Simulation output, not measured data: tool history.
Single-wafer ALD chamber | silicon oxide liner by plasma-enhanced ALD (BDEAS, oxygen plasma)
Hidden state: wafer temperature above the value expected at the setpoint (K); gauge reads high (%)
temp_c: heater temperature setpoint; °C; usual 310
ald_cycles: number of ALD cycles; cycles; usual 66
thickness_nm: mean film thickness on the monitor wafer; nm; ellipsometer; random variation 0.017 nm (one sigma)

run,hour,temp_c,ald_cycles,wafers since the last listed run,hours since the last thermocouple change,hours since the gauge calibration,"read-back reference wafer on the same gauge, thickness_nm",thickness_nm
1,0.0,310,66,0,1322.5,439.0,6.974,6.637
2,64.9,310,66,276,1387.4,503.9,6.981,6.651
3,170.8,310,76,451,1493.3,609.8,6.978,7.586
4,276.4,302,66,450,1598.9,715.4,6.977,6.717
5,473.4,302,66,840,1795.9,912.4,6.973,6.689
6,561.2,310,66,374,1883.7,1000.2,6.981,6.610
7,632.6,310,66,304,1955.1,1071.6,6.984,6.609
8,730.8,310,66,419,2053.3,1169.8,6.983,6.601
9,785.8,310,66,234,2108.3,1224.8,6.984,6.624
10,838.8,310,66,226,2161.3,1277.8,6.975,6.609
11,891.0,310,66,222,2213.5,1330.0,6.976,6.579
# hour 901.6: thermocouple changed; heater temperature recalibrated
12,991.1,320,66,393,89.5,1430.1,6.978,6.547
13,1032.0,320,66,174,130.4,1471.0,6.985,6.548
14,1138.1,320,66,452,236.5,1577.1,6.985,6.586
15,1203.1,310,72,277,301.5,1642.1,6.979,7.286
16,1270.0,310,66,285,368.4,1709.0,6.978,6.709
17,1370.3,310,56,428,468.7,1809.3,6.990,5.670
18,1444.7,310,56,317,543.1,1883.7,6.978,5.645
19,1541.2,306,66,411,639.6,1980.2,6.982,6.720
20,1589.6,310,59,206,688.0,2028.6,6.980,5.977
21,1643.0,310,62,227,741.4,2082.0,6.979,6.267
# hour 1669.8: gauge calibrated
22,1694.9,317,61,221,793.3,25.1,6.976,6.090
23,1790.7,296,66,408,889.1,120.9,6.981,6.850
24,1880.3,322,66,382,978.7,210.5,6.986,6.527
25,1929.0,310,57,207,1027.4,259.2,6.971,5.736
26,1990.4,310,79,262,1088.8,320.6,6.984,7.958
27,2033.3,299,69,183,1131.7,363.5,6.981,7.082
28,2082.9,323,60,211,1181.3,413.1,6.979,5.918
29,2183.0,310,59,427,1281.4,513.2,6.979,5.914
30,2234.8,310,66,221,1333.2,565.0,6.982,6.605

Run 31 comes next. What will it give?
31,2298.2,306,70,270,1396.6,628.4,?,?

read-back reference wafer on the same gauge, thickness_nm: 6.985
thickness_nm: 7.083 nm
Without the tool's hidden state the same run would have given thickness_nm 7.130 nm.

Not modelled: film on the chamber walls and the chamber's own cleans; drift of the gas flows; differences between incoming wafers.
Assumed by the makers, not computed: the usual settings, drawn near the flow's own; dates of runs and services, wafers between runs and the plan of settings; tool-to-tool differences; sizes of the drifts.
